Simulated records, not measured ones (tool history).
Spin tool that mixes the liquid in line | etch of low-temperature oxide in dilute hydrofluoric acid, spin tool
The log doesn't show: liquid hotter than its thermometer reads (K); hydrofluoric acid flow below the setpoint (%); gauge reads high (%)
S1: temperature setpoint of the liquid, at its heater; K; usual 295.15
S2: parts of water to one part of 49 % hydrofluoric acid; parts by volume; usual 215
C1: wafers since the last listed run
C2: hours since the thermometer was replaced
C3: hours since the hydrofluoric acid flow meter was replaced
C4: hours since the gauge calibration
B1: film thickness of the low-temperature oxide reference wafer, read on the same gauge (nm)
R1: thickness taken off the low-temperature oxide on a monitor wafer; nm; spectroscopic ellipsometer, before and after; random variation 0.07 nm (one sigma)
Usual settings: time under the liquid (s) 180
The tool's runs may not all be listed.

{"run": 1, "hour": 0.0, "S1": 295.15, "S2": 215, "time under the liquid (s)": 180, "C1": 0, "C2": 1389.3, "C3": 49.8, "C4": 986.6, "B1": 129.98, "R1": 8.27}
{"run": 2, "hour": 236.3, "S1": 295.15, "S2": 215, "time under the liquid (s)": 180, "C1": 1340, "C2": 1625.6, "C3": 286.1, "C4": 1222.9, "B1": 130.02, "R1": 8.12}
{"run": 3, "hour": 280.5, "S1": 295.15, "S2": 215, "time under the liquid (s)": 180, "C1": 250, "C2": 1669.8, "C3": 330.3, "C4": 1267.1, "B1": 130.03, "R1": 8.14}
{"run": 4, "hour": 350.9, "S1": 295.15, "S2": 215, "time under the liquid (s)": 180, "C1": 399, "C2": 1740.2, "C3": 400.7, "C4": 1337.5, "B1": 130.01, "R1": 8.2}
{"run": 5, "hour": 443.7, "S1": 295.15, "S2": 215, "time under the liquid (s)": 180, "C1": 526, "C2": 1833.0, "C3": 493.5, "C4": 1430.3, "B1": 129.98, "R1": 7.98}
{"run": 6, "hour": 505.6, "S1": 295.15, "S2": 215, "time under the liquid (s)": 180, "C1": 351, "C2": 1894.9, "C3": 555.4, "C4": 1492.2, "B1": 130.02, "R1": 8.05}
{"run": 7, "hour": 542.4, "S1": 297.15, "S2": 215, "time under the liquid (s)": 155, "C1": 208, "C2": 1931.7, "C3": 592.2, "C4": 1529.0, "B1": 129.99, "R1": 7.41}
{"run": 8, "hour": 641.8, "S1": 295.15, "S2": 215, "time under the liquid (s)": 180, "C1": 563, "C2": 2031.1, "C3": 691.6, "C4": 1628.4, "B1": 129.99, "R1": 8.09}
{"run": 9, "hour": 704.2, "S1": 295.15, "S2": 215, "time under the liquid (s)": 180, "C1": 353, "C2": 2093.5, "C3": 754.0, "C4": 1690.8, "B1": 129.99, "R1": 8.1}
{"run": 10, "hour": 744.7, "S1": 295.15, "S2": 215, "time under the liquid (s)": 180, "C1": 229, "C2": 2134.0, "C3": 794.5, "C4": 1731.3, "B1": 130.01, "R1": 8.11}
{"run": 11, "hour": 832.5, "S1": 295.15, "S2": 295, "time under the liquid (s)": 260, "C1": 497, "C2": 2221.8, "C3": 882.3, "C4": 1819.1, "B1": 130.02, "R1": 7.8}
{"hour": 835.7, "done": "gauge calibrated"}
{"run": 12, "hour": 925.2, "S1": 292.65, "S2": 215, "time under the liquid (s)": 180, "C1": 525, "C2": 2314.5, "C3": 975.0, "C4": 89.5, "B1": 130.02, "R1": 7.22}
{"run": 13, "hour": 982.7, "S1": 292.65, "S2": 215, "time under the liquid (s)": 180, "C1": 326, "C2": 2372.0, "C3": 1032.5, "C4": 147.0, "B1": 130.03, "R1": 7.31}
{"hour": 988.1, "done": "thermometer replaced"}
{"run": 14, "hour": 1025.7, "S1": 291.65, "S2": 215, "time under the liquid (s)": 90, "C1": 238, "C2": 37.6, "C3": 1075.5, "C4": 190.0, "B1": 130.0, "R1": 3.48}
{"run": 15, "hour": 1061.8, "S1": 295.15, "S2": 215, "time under the liquid (s)": 180, "C1": 204, "C2": 73.7, "C3": 1111.6, "C4": 226.1, "B1": 130.01, "R1": 7.92}
{"run": 16, "hour": 1153.0, "S1": 298.15, "S2": 215, "time under the liquid (s)": 280, "C1": 517, "C2": 164.9, "C3": 1202.8, "C4": 317.3, "B1": 129.95, "R1": 13.73}
{"hour": 1196.6, "done": "hydrofluoric acid flow meter replaced"}
{"run": 17, "hour": 1215.2, "S1": 295.15, "S2": 215, "time under the liquid (s)": 150, "C1": 347, "C2": 227.1, "C3": 18.6, "C4": 379.5, "B1": 130.0, "R1": 6.85}
{"run": 18, "hour": 1320.5, "S1": 299.15, "S2": 280, "time under the liquid (s)": 90, "C1": 597, "C2": 332.4, "C3": 123.9, "C4": 484.8, "B1": 130.02, "R1": 3.4}
{"run": 19, "hour": 1372.2, "S1": 295.15, "S2": 260, "time under the liquid (s)": 115, "C1": 293, "C2": 384.1, "C3": 175.6, "C4": 536.5, "B1": 130.01, "R1": 4.08}
{"run": 20, "hour": 1473.6, "S1": 299.15, "S2": 305, "time under the liquid (s)": 120, "C1": 575, "C2": 485.5, "C3": 277.0, "C4": 637.9, "B1": 129.98, "R1": 4.06}
{"run": 21, "hour": 1529.1, "S1": 290.65, "S2": 175, "time under the liquid (s)": 280, "C1": 314, "C2": 541.0, "C3": 332.5, "C4": 693.4, "B1": 129.99, "R1": 13.51}
{"run": 22, "hour": 1629.8, "S1": 293.65, "S2": 290, "time under the liquid (s)": 135, "C1": 571, "C2": 641.7, "C3": 433.2, "C4": 794.1, "B1": 130.02, "R1": 4.04}
{"run": 23, "hour": 1711.2, "S1": 295.15, "S2": 215, "time under the liquid (s)": 120, "C1": 461, "C2": 723.1, "C3": 514.6, "C4": 875.5, "B1": 129.99, "R1": 5.43}
{"run": 24, "hour": 1773.7, "S1": 297.65, "S2": 110, "time under the liquid (s)": 180, "C1": 354, "C2": 785.6, "C3": 577.1, "C4": 938.0, "B1": 130.01, "R1": 19.77}
{"run": 25, "hour": 1820.9, "S1": 295.15, "S2": 215, "time under the liquid (s)": 180, "C1": 267, "C2": 832.8, "C3": 624.3, "C4": 985.2, "B1": 129.99, "R1": 8.06}

Run 26 comes next. What will it give?
{"run": 26, "hour": 1901.2, "S1": 295.15, "S2": 215, "time under the liquid (s)": 125, "C1": 455, "C2": 913.1, "C3": 704.6, "C4": 1065.5, "B1": "?", "R1": "?"}

{"run 26": {"B1": 130.02, "R1": 5.57}}
Without the tool's hidden state the same run would have given R1 5.72 nm.

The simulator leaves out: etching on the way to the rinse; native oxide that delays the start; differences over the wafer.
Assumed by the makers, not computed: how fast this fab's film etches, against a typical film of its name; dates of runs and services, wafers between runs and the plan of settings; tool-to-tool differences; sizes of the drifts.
